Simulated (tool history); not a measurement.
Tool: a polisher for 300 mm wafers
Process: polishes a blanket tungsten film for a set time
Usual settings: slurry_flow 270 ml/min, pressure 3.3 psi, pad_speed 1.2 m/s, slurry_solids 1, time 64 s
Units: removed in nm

run	day	slurry_flow	pressure	pad_speed	slurry_solids	time	incoming thickness of the incoming film, nm	removed
1	0	270	3.3	1.5	1	64	895	430.9
# day 0.496: head pressure recalibrated
# day 1.7: worn pad replaced by a new one
2	1.996	270	3.3	1.5	1	64	893.3	404.1
3	4.821	270	3.3	1.2	1	64	883.5	324.9
4	6.758	270	3.3	1.2	1	64	879.6	324.5
# day 9.192: slurry blender recalibrated
5	9.212	270	3.3	1.2	1.05	50	895.1	275.4
6	11.454	270	3.3	1.2	1.05	50	879.7	283.6
# day 13.679: slurry tank refilled with fresh slurry and peroxide
# day 14.038: slurry nozzle cleaned
7	14.158	270	3.3	1.2	1	64	897.6	352.3
# day 16.867: worn pad replaced by a new one
# day 19.296: head pressure recalibrated
8	20.788	315	3.3	1	0.9	53	892.9	209.6
9	22.612	270	3.3	1.2	1	64	884.4	314.2
10	23.683	270	3.3	1.5	1	64	877.8	393
# day 27.167: slurry blender recalibrated
# day 31.229: slurry tank refilled with fresh slurry and peroxide
# day 31.258: slurry nozzle cleaned
11	32.25	270	3.3	1.2	1	64	874.2	347.8
# day 33.167: worn pad replaced by a new one
12	34.896	270	3.3	1.4	1.2	44	881.6	285.2
13	37.371	270	2.3	1.2	1	64	883.2	233.6
14	38.454	270	3.3	1.2	1	64	891.8	331.5
# day 40.229: head pressure recalibrated
15	41.067	195	3.3	1.08	1	64	881.9	262.3
# day 41.958: slurry blender recalibrated
16	43.179	270	3.3	1.52	1.1	49	901.2	334.7
17	46.108	270	2.5	1.2	1	64	891	256.1
# day 48.421: slurry tank refilled with fresh slurry and peroxide
18	48.496	270	3.3	1.2	1	64	874.6	331.5
# day 49.946: worn pad replaced by a new one
19	50.158	235	3.3	1.2	1	64	890.3	333.5
# day 51.1: slurry nozzle cleaned
20	52.079	270	3.8	1.2	1	46	890.9	284
21	53.888	205	2.4	1.2	1.2	64	889.2	242.1
22	58.283	310	4.3	1.2	0.75	64	895.7	401.5
# day 59.088: slurry blender recalibrated
# day 59.933: head pressure recalibrated
23	60.921	205	3.3	1.2	1	64	894.7	323.5
24	63.871	270	3.3	0.9	1	64	870.6	250.9
# day 65.371: worn pad replaced by a new one
25	66.738	215	2.8	1.48	1	64	871.1	345.2

5 ways to go on from here, each from the tool as it stands after run 25. What would each give?
A	66.754	270	3.3	1.2	1.15	64	888.6	?
B	66.754	270	4.4	1.2	0.9	82	888.6	?
C	66.754	270	4	1.2	1	64	888.6	?
D	66.754	220	2.9	1.2	1.25	51	888.6	?
E	66.754	270	3.7	1.2	1	48	888.6	?

run	removed
A	350.2
B	564.5
C	410.6
D	245.2
E	284.9
Without the tool's hidden state the same runs would have given:
run	removed
A	332.1
B	534.9
C	389.2
D	232.6
E	270

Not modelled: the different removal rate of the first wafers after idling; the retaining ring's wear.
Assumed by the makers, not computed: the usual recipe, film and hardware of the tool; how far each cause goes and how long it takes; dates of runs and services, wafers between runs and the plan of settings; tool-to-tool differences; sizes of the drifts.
